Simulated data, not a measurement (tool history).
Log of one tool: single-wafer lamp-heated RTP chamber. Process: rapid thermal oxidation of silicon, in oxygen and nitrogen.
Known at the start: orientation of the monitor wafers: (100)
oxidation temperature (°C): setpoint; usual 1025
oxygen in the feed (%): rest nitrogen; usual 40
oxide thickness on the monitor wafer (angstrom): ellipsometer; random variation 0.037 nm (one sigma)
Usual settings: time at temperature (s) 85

| run | day | oxidation temperature (°C) | time at temperature (s) | oxygen in the feed (%) | wafers since the last listed run | wafers since the last pyrometer calibration | hours since the oxygen flow controller was replaced | hours since the gauge calibration | read-back reference wafer on the same gauge, thickness | oxide thickness on the monitor wafer (angstrom) |
|---|---|---|---|---|---|---|---|---|---|---|
| 1 | 0.000 | 1025 | 85 | 40 | 0 | 744 | 6301.5 | 108.0 | 5.458 | 63.58 |
| 2 | 1.112 | 1025 | 76 | 56 | 316 | 1061 | 6328.2 | 134.7 | 5.451 | 69.02 |
| 3 | 1.612 | 1006 | 102 | 40 | 142 | 1203 | 6340.2 | 146.7 | 5.458 | 60.91 |
| 4 | 2.688 | 1006 | 102 | 40 | 306 | 1509 | 6366.0 | 172.5 | 5.448 | 62.15 |
| 5 | 3.612 | 1025 | 65 | 56 | 263 | 1773 | 6388.2 | 194.7 | 5.454 | 66.05 |
| 6 | 4.358 | 1025 | 65 | 56 | 212 | 1985 | 6406.1 | 212.6 | 5.451 | 66.05 |
|  | 4.746 | pyrometer window cleaned and pyrometer calibrated |
| 7 | 5.183 | 1025 | 85 | 40 | 140 | 124 | 6425.9 | 232.4 | 5.447 | 63.98 |
| 8 | 6.275 | 1025 | 85 | 40 | 310 | 435 | 6452.1 | 258.6 | 5.449 | 64.81 |
| 9 | 7.700 | 1025 | 85 | 40 | 405 | 841 | 6486.3 | 292.8 | 5.446 | 65.36 |
| 10 | 9.038 | 1025 | 85 | 40 | 380 | 1222 | 6518.4 | 324.9 | 5.450 | 64.93 |
| 11 | 10.421 | 1025 | 85 | 40 | 394 | 1616 | 6551.6 | 358.1 | 5.453 | 65.65 |
|  | 10.883 | pyrometer window cleaned and pyrometer calibrated |
| 12 | 11.642 | 1025 | 55 | 40 | 252 | 216 | 6580.9 | 387.4 | 5.448 | 56.01 |
| 13 | 13.000 | 1025 | 85 | 40 | 386 | 603 | 6613.5 | 420.0 | 5.454 | 67.58 |
| 14 | 13.617 | 1025 | 85 | 40 | 175 | 779 | 6628.3 | 434.8 | 5.448 | 68.41 |
| 15 | 14.596 | 1025 | 85 | 40 | 278 | 1058 | 6651.8 | 458.3 | 5.450 | 68.44 |
| 16 | 15.229 | 1025 | 85 | 40 | 180 | 1238 | 6667.0 | 473.5 | 5.458 | 68.98 |
|  | 16.162 | pyrometer window cleaned and pyrometer calibrated, repeated, since the last time left the tool worse |
| 17 | 16.642 | 1025 | 85 | 40 | 307 | 136 | 6700.9 | 507.4 | 5.447 | 63.32 |
| 18 | 17.858 | 1025 | 85 | 40 | 346 | 483 | 6730.1 | 536.6 | 5.454 | 63.49 |
|  | 18.346 | oxygen flow controller replaced |
| 19 | 19.004 | 1025 | 68 | 40 | 231 | 714 | 15.8 | 564.1 | 5.443 | 58.06 |
| 20 | 19.504 | 1025 | 85 | 40 | 142 | 857 | 27.8 | 576.1 | 5.451 | 64.01 |
| 21 | 20.233 | 1043 | 114 | 70 | 207 | 1064 | 45.3 | 593.6 | 5.448 | 102.02 |
| 22 | 21.642 | 1025 | 85 | 57 | 401 | 1466 | 79.1 | 627.4 | 5.455 | 74.08 |
|  | 23.404 | pyrometer window cleaned and pyrometer calibrated |
|  | 23.492 | gauge calibrated |
| 23 | 24.233 | 1002 | 124 | 62 | 643 | 235 | 141.3 | 17.8 | 5.452 | 74.72 |
| 24 | 25.208 | 1016 | 102 | 53 | 277 | 513 | 164.7 | 41.2 | 5.444 | 71.66 |
| 25 | 26.146 | 1044 | 106 | 40 | 267 | 780 | 187.2 | 63.7 | 5.452 | 80.33 |
| 26 | 26.688 | 1005 | 44 | 40 | 154 | 934 | 200.2 | 76.7 | 5.448 | 42.86 |
| 27 | 27.604 | 998 | 85 | 40 | 261 | 1195 | 222.2 | 98.7 | 5.446 | 53.34 |
| 28 | 28.412 | 1025 | 85 | 40 | 230 | 1426 | 241.6 | 118.1 | 5.458 | 64.68 |
| 29 | 29.246 | 1010 | 85 | 40 | 237 | 1663 | 261.6 | 138.1 | 5.448 | 59.06 |
| 30 | 30.492 | 1013 | 122 | 17 | 354 | 2018 | 291.5 | 168.0 | 5.445 | 53.29 |
|  | 30.850 | pyrometer window cleaned and pyrometer calibrated |
| 31 | 31.958 | 1025 | 85 | 40 | 322 | 315 | 326.7 | 203.2 | 5.455 | 63.31 |
| 32 | 32.529 | 1025 | 85 | 40 | 162 | 478 | 340.4 | 216.9 | 5.445 | 63.34 |
| 33 | 33.808 | 1033 | 85 | 20 | 364 | 842 | 371.1 | 247.6 | 5.450 | 52.93 |
| 34 | 35.146 | 1025 | 85 | 60 | 380 | 1223 | 403.2 | 279.7 | 5.443 | 75.12 |

Hidden state or all else? Some run-to-run changes of oxide thickness on the monitor wafer (angstrom), split into what the settings, what came in and random variation would give without the hidden state, and what is left for the hidden state (with any gauge scatter that isn't in both results):
The hidden state here: true wafer temperature minus pyrometer reading, K; deviation of the oxygen flow from its setpoint, %; gauge reads high (%).
Run 6 -> 7: time at temperature (s) 65 -> 85, oxygen in the feed (%) 56 -> 40, pyrometer window cleaned and pyrometer calibrated. oxide thickness on the monitor wafer (angstrom) -2.07: hidden state -2.11, all else +0.04.
Run 16 -> 17: pyrometer window cleaned and pyrometer calibrated, repeated, since the last time left the tool worse. oxide thickness on the monitor wafer (angstrom) -5.66: hidden state -5.27, all else -0.39.
Run 20 -> 21: oxidation temperature (°C) 1025 -> 1043, time at temperature (s) 85 -> 114, oxygen in the feed (%) 40 -> 70. oxide thickness on the monitor wafer (angstrom) +38.01: hidden state +0.89, all else +37.12.
Run 21 -> 22: oxidation temperature (°C) 1043 -> 1025, time at temperature (s) 114 -> 85, oxygen in the feed (%) 70 -> 57. oxide thickness on the monitor wafer (angstrom) -27.94: hidden state +0.32, all else -28.26.
Run 25 -> 26: oxidation temperature (°C) 1044 -> 1005, time at temperature (s) 106 -> 44. oxide thickness on the monitor wafer (angstrom) -37.47: hidden state -0.25, all else -37.22.
Run 30 -> 31: oxidation temperature (°C) 1013 -> 1025, time at temperature (s) 122 -> 85, oxygen in the feed (%) 17 -> 40, pyrometer window cleaned and pyrometer calibrated. oxide thickness on the monitor wafer (angstrom) +10.02: hidden state -2.02, all else +12.04.
